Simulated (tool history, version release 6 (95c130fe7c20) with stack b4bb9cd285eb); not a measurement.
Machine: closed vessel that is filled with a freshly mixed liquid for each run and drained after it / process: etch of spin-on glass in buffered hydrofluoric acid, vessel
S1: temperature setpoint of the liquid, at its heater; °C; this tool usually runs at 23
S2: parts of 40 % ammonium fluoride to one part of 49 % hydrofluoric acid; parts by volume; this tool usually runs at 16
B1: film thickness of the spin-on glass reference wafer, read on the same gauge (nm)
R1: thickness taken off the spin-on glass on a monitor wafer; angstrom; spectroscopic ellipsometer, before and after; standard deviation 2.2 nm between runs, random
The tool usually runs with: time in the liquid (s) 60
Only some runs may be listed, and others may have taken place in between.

Run 1, hour 0: usual settings but time in the liquid (s) 35; B1 59.99. Result: R1 1260.9 angstrom.
Run 2, hour 9.8: usual settings but time in the liquid (s) 35; B1 60. Result: R1 1253.6 angstrom.
Run 3, hour 16.3: usual settings but time in the liquid (s) 45; B1 60. Result: R1 1625.8 angstrom.
Run 4, hour 32.3: usual settings but S1 20.5 °C; B1 59.98. Result: R1 1854.9 angstrom.
Run 5, hour 46.2: usual settings but S1 20.5 °C; B1 60.01. Result: R1 1863.6 angstrom.
Run 6, hour 55.7: usual settings but S1 20.5 °C; B1 60.01. Result: R1 1872.3 angstrom.
Run 7, hour 106.6: usual settings but S1 22 °C, S2 11.5 parts by volume; B1 59.99. Result: R1 2771.2 angstrom.
Run 8, hour 123.7: usual settings but S1 20 °C; B1 59.99. Result: R1 1792.9 angstrom.
Run 9, hour 130.8: usual settings but S1 20 °C; B1 60. Result: R1 1767.6 angstrom.
Run 10, hour 147.3: usual settings; B1 60. Result: R1 2122.3 angstrom.
Run 11, hour 162.9: usual settings; B1 59.99. Result: R1 2101.6 angstrom.
Run 12, hour 177.4: usual settings; B1 60.01. Result: R1 2089.2 angstrom.
Run 13, hour 194.6: usual settings but S1 19.5 °C, S2 20.5 parts by volume; B1 59.99. Result: R1 1500.5 angstrom.
Run 14, hour 202.6: usual settings but S1 19.5 °C, S2 20.5 parts by volume; B1 60. Result: R1 1491.4 angstrom.
Run 15, hour 212.4: usual settings but S1 19.5 °C, S2 21 parts by volume, time in the liquid (s) 45; B1 60. Result: R1 1096.9 angstrom.
Run 16, hour 218.6: usual settings; B1 60. Result: R1 2315.9 angstrom.
Run 17, hour 225.7: usual settings but S1 27 °C, S2 12.5 parts by volume, time in the liquid (s) 30; B1 59.99. Result: R1 1783.5 angstrom.
Run 18, hour 233.3: usual settings but S2 11 parts by volume, time in the liquid (s) 85; B1 59.98. Result: R1 4679.7 angstrom.
Run 19, hour 245.7: usual settings but S1 27.5 °C, time in the liquid (s) 40; B1 60. Result: R1 1928.7 angstrom.
Run 20, hour 254.5: usual settings but S2 14 parts by volume, time in the liquid (s) 40; B1 60. Result: R1 1709.5 angstrom.
Run 21, hour 269.5: usual settings; B1 60.01. Result: R1 2286.9 angstrom.
Run 22, hour 280.4: usual settings but S1 26 °C, S2 9.5 parts by volume, time in the liquid (s) 80; B1 60.02. Result: R1 5798.7 angstrom.
Run 23, hour 293.4: usual settings but S1 19.5 °C; B1 60. Result: R1 1857.2 angstrom.
Run 24, hour 300: usual settings but S1 26 °C, S2 9.5 parts by volume, time in the liquid (s) 75; B1 60. Result: R1 5527.2 angstrom.
Run 25, hour 316.9: usual settings; B1 59.99. Result: R1 2267 angstrom.
Run 26, hour 333.5: usual settings but S1 19 °C, S2 10 parts by volume; B1 60.01. Result: R1 2894.6 angstrom.
Run 27, hour 346.5: usual settings but time in the liquid (s) 30; B1 60. Result: R1 1118 angstrom.

Put back what was entered between runs (3 entries, withheld): which listed runs does each sit between, and how does the hidden state differ from the listed run before to the listed run after?
From run 12 to run 13: hydrofluoric acid flow meter replaced (hour 185.3)
  hydrofluoric acid flow below the setpoint (%): 8.71 -> 0.268
  measured less the result without the state, R1: -196.3 -> -2.7 angstrom
From run 15 to run 16: gauge calibrated (hour 215.1)
  hydrofluoric acid flow below the setpoint (%): 0.469 -> 0.539
  measured less the result without the state, R1: -3.6 -> -12.4 angstrom
From run 18 to run 19: thermometer replaced (hour 242.8)
  hydrofluoric acid flow below the setpoint (%): 0.706 -> 0.846
  measured less the result without the state, R1: -32.4 -> -16.1 angstrom

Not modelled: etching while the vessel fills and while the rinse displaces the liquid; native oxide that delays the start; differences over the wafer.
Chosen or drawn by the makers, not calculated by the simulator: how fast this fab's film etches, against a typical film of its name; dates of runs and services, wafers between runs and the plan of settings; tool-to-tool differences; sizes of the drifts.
